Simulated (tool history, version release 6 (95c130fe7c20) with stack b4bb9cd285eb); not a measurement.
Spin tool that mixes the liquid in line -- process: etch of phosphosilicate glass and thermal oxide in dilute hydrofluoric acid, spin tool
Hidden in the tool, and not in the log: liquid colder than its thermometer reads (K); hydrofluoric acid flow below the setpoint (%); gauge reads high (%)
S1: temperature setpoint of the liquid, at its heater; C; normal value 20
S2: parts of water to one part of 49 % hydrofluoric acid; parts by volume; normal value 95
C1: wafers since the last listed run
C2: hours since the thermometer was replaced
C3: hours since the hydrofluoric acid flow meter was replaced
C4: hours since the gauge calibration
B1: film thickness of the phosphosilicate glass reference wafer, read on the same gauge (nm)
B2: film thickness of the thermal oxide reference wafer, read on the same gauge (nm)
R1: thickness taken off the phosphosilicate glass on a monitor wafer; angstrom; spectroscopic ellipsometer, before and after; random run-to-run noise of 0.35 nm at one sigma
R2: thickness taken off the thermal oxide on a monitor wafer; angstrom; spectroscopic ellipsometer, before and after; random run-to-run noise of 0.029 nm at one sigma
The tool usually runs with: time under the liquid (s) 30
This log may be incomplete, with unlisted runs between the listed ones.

Run 1, hour 0: usual settings but S1 18 C, S2 80 parts by volume; C1 0; C2 1600.2; C3 907; C4 258.9; B1 120.02; B2 119.996. Result: R1 446.9 angstrom, R2 13.44 angstrom.
Run 2, hour 15.5: usual settings but S1 18 C, S2 80 parts by volume; C1 223; C2 1615.7; C3 922.5; C4 274.4; B1 119.99; B2 120.009. Result: R1 457.5 angstrom, R2 12.9 angstrom.
Run 3, hour 43.5: usual settings; C1 403; C2 1643.7; C3 950.5; C4 302.4; B1 120; B2 120. Result: R1 407.4 angstrom, R2 11.71 angstrom.
Run 4, hour 71.1: usual settings; C1 397; C2 1671.3; C3 978.1; C4 330; B1 120.01; B2 119.993. Result: R1 405 angstrom, R2 11.59 angstrom.
Run 5, hour 91.4: usual settings; C1 292; C2 1691.6; C3 998.4; C4 350.3; B1 119.98; B2 119.982. Result: R1 410.3 angstrom, R2 11.96 angstrom.
At hour 98.9: thermometer replaced.
Run 6, hour 109.5: usual settings; C1 246; C2 10.6; C3 1016.5; C4 368.4; B1 120.01; B2 119.988. Result: R1 402.6 angstrom, R2 11.39 angstrom.
Run 7, hour 135.4: usual settings; C1 373; C2 36.5; C3 1042.4; C4 394.3; B1 119.99; B2 120.003. Result: R1 400.5 angstrom, R2 11.81 angstrom.
Run 8, hour 148.8: usual settings; C1 193; C2 49.9; C3 1055.8; C4 407.7; B1 119.97; B2 119.969. Result: R1 404.8 angstrom, R2 12.11 angstrom.
Run 9, hour 167.4: usual settings but time under the liquid (s) 45; C1 267; C2 68.5; C3 1074.4; C4 426.3; B1 120; B2 120.008. Result: R1 610.7 angstrom, R2 16.69 angstrom.
At hour 170.5: hydrofluoric acid flow meter replaced.
At hour 182.7: gauge calibrated.
Run 10, hour 200.2: usual settings; C1 458; C2 101.3; C3 29.7; C4 17.5; B1 120.01; B2 120.002. Result: R1 402.6 angstrom, R2 12.22 angstrom.
Run 11, hour 212.8: usual settings but S1 17 C, S2 115 parts by volume; C1 181; C2 113.9; C3 42.3; C4 30.1; B1 120.02; B2 119.993. Result: R1 290.7 angstrom, R2 8.37 angstrom.

Expected results for the next run?
Run 12, hour 233.5: usual settings; C1 298; C2 134.6; C3 63; C4 50.8; B1 ?; B2 ?. Result: R1 ?, R2 ?.

B1: 119.99
B2: 120.03
R1: 406.8 angstrom
R2: 11.43 angstrom
Without the tool's hidden state the same run would have given R1 406.8 angstrom, R2 11.43 angstrom.
